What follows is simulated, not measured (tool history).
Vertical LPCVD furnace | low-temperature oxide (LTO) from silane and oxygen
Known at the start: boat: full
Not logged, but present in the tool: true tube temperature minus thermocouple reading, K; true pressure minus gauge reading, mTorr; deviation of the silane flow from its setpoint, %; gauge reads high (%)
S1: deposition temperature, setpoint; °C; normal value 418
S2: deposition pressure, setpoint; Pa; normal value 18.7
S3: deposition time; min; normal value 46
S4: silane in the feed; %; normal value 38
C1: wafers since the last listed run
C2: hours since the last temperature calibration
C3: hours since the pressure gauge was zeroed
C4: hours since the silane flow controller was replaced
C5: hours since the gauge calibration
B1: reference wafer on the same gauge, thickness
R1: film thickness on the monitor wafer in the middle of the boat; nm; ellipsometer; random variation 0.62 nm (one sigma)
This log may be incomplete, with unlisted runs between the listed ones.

run,hour,S1,S2,S3,S4,C1,C2,C3,C4,C5,B1,R1
1,0,418,18.7,46,38,0,5242.9,3832.7,6840.7,92.4,236.08,291.25
2,9.3,418,18.7,46,38,121,5252.2,3842,6850,101.7,235.83,291.21
3,19.6,418,18.7,46,38,134,5262.5,3852.3,6860.3,112,235.93,292.2
4,36.2,409,15.3,46,38,217,5279.1,3868.9,6876.9,128.6,235.95,217.25
5,46.9,418,18.7,46,41,140,5289.8,3879.6,6887.6,139.3,235.97,319.37
6,56.3,418,18.7,46,41,123,5299.2,3889,6897,148.7,235.81,317.56
7,72.8,418,18.7,46,41,216,5315.7,3905.5,6913.5,165.2,236.06,318.15
# hour 87.5: gauge calibrated
# hour 104.8: silane flow controller replaced
8,105.3,418,19.3,46,38,111,5348.2,3938,0.5,17.8,236.09,302.02
9,109.1,418,19.3,46,38,49,5352,3941.8,4.3,21.6,235.82,303.14
10,121.1,418,19.3,46,38,157,5364,3953.8,16.3,33.6,236.17,301.82
11,144.3,418,16,46,38,303,5387.2,3977,39.5,56.8,235.96,250.08
# hour 172.3: thermocouples replaced and temperature profile calibrated
12,172.8,418,16,46,38,58,0.5,4005.5,68,85.3,235.91,251.14
13,176.6,418,16,46,38,49,4.3,4009.3,71.8,89.1,235.78,250.73
14,185.1,418,18.7,46,38,111,12.8,4017.8,80.3,97.6,235.99,291.14
15,196.8,407,18.7,46,34,153,24.5,4029.5,92,109.3,236.21,224.87
16,210.7,418,18.7,46,38,182,38.4,4043.4,105.9,123.2,235.9,291.92
17,217.7,412,20.7,51.5,38,91,45.4,4050.4,112.9,130.2,236,339.56
# hour 250.5: pressure gauge zeroed
18,251,418,18.7,46,38,121,78.7,0.5,146.2,163.5,235.82,292.1
# hour 251.6: gauge calibrated
19,254.8,418,18.7,46,38,49,82.5,4.3,150,3.2,235.93,291.61
20,266.5,411,20,53.5,41,153,94.2,16,161.7,14.9,235.97,368.31
21,281.2,418,18.7,46,33,192,108.9,30.7,176.4,29.6,235.94,244.31
22,291.5,427,16.7,46,44,134,119.2,41,186.7,39.9,236.03,333.37
23,307.4,422,21.3,46,38,208,135.1,56.9,202.6,55.8,235.97,347.45
24,315.8,418,18.7,46,38,110,143.5,65.3,211,64.2,236.15,291.54
25,326.5,418,14.7,46,40,140,154.2,76,221.7,74.9,235.98,242.9
26,337.5,408,21.3,59.5,33,144,165.2,87,232.7,85.9,236.26,322.63

Exercise: give the hidden state of the tool at every run:
true tube temperature minus thermocouple reading, K: 0 at every run
true pressure minus gauge reading, mTorr: 0 at every run
deviation of the silane flow from its setpoint, %: 0 at every run
gauge reads high (%): 0 at every run
